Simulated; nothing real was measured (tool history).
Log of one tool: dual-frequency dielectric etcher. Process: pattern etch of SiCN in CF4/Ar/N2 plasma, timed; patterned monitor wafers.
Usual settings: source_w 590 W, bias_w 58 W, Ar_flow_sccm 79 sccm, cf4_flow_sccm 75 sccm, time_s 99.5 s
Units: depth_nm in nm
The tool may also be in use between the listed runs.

| run | hour | source_w | bias_w | Ar_flow_sccm | cf4_flow_sccm | time_s | read-back reference wafer on the same gauge, depth_nm | depth_nm |
|---|---|---|---|---|---|---|---|---|
| 1 | 0.0 | 590 | 58 | 79 | 75 | 99.5 | 98.0 | 104.7 |
| 2 | 26.8 | 590 | 58 | 79 | 75 | 99.5 | 98.0 | 104.5 |
| 3 | 49.1 | 590 | 58 | 79 | 75 | 99.5 | 98.1 | 104.1 |
|  | 92.5 | wet clean of the chamber |
| 4 | 93.0 | 590 | 58 | 79 | 75 | 99.5 | 98.0 | 104.2 |
| 5 | 97.6 | 590 | 58 | 79 | 75 | 99.5 | 98.0 | 105.3 |
|  | 103.7 | gauge calibrated |
| 6 | 109.9 | 590 | 58 | 79 | 75 | 99.5 | 98.1 | 105.0 |
| 7 | 132.1 | 590 | 58 | 79 | 75 | 99.5 | 97.9 | 103.9 |
|  | 147.0 | Ar flow controller replaced |
|  | 160.9 | source power generator calibrated |
| 8 | 202.8 | 590 | 58 | 79 | 75 | 99.5 | 98.0 | 103.8 |
|  | 237.6 | upper electrode replaced |
| 9 | 238.1 | 590 | 58 | 79 | 75 | 99.5 | 98.1 | 103.9 |
| 10 | 272.7 | 590 | 58 | 79 | 75 | 99.5 | 98.1 | 105.0 |
|  | 290.8 | bias power generator calibrated |
| 11 | 300.5 | 590 | 68 | 70 | 75 | 99.5 | 97.9 | 113.4 |
| 12 | 317.6 | 590 | 58 | 79 | 75 | 99.5 | 98.0 | 104.9 |
|  | 326.2 | CF4 flow controller replaced |
| 13 | 339.4 | 590 | 58 | 79 | 75 | 99.5 | 98.1 | 104.3 |
| 14 | 357.6 | 590 | 58 | 79 | 75 | 99.5 | 98.0 | 103.7 |
| 15 | 372.6 | 590 | 58 | 79 | 75 | 72.5 | 97.9 | 76.6 |
| 16 | 399.0 | 590 | 58 | 79 | 88 | 99.5 | 97.9 | 107.0 |
| 17 | 434.1 | 590 | 58 | 79 | 88 | 99.5 | 97.9 | 107.4 |
| 18 | 461.4 | 590 | 47 | 79 | 66 | 99.5 | 98.0 | 95.1 |
| 19 | 489.8 | 540 | 58 | 79 | 75 | 99.5 | 98.0 | 97.2 |
| 20 | 515.8 | 590 | 54 | 79 | 59 | 77.0 | 97.9 | 76.0 |
| 21 | 553.1 | 590 | 69 | 79 | 75 | 70.5 | 97.9 | 79.0 |

4 ways to go on from here, each from the tool as it stands after run 21. What would each give?
| A | 553.5 | 590 | 58 | 79 | 75 | 99.5 | ? | ? |
| B | 553.5 | 500 | 58 | 79 | 75 | 99.5 | ? | ? |
| C | 553.5 | 680 | 65 | 79 | 75 | 99.5 | ? | ? |
| D | 553.5 | 450 | 66 | 79 | 75 | 120.0 | ? | ? |

| run | read-back reference wafer on the same gauge, depth_nm | depth_nm |
|---|---|---|
| A | 98.0 | 104.3 |
| B | 98.0 | 91.1 |
| C | 98.0 | 122.5 |
| D | 98.0 | 106.0 |
Without the tool's hidden state the same runs would have given:
| run | depth_nm |
|---|---|
| A | 104.3 |
| B | 91.1 |
| C | 122.5 |
| D | 106.0 |
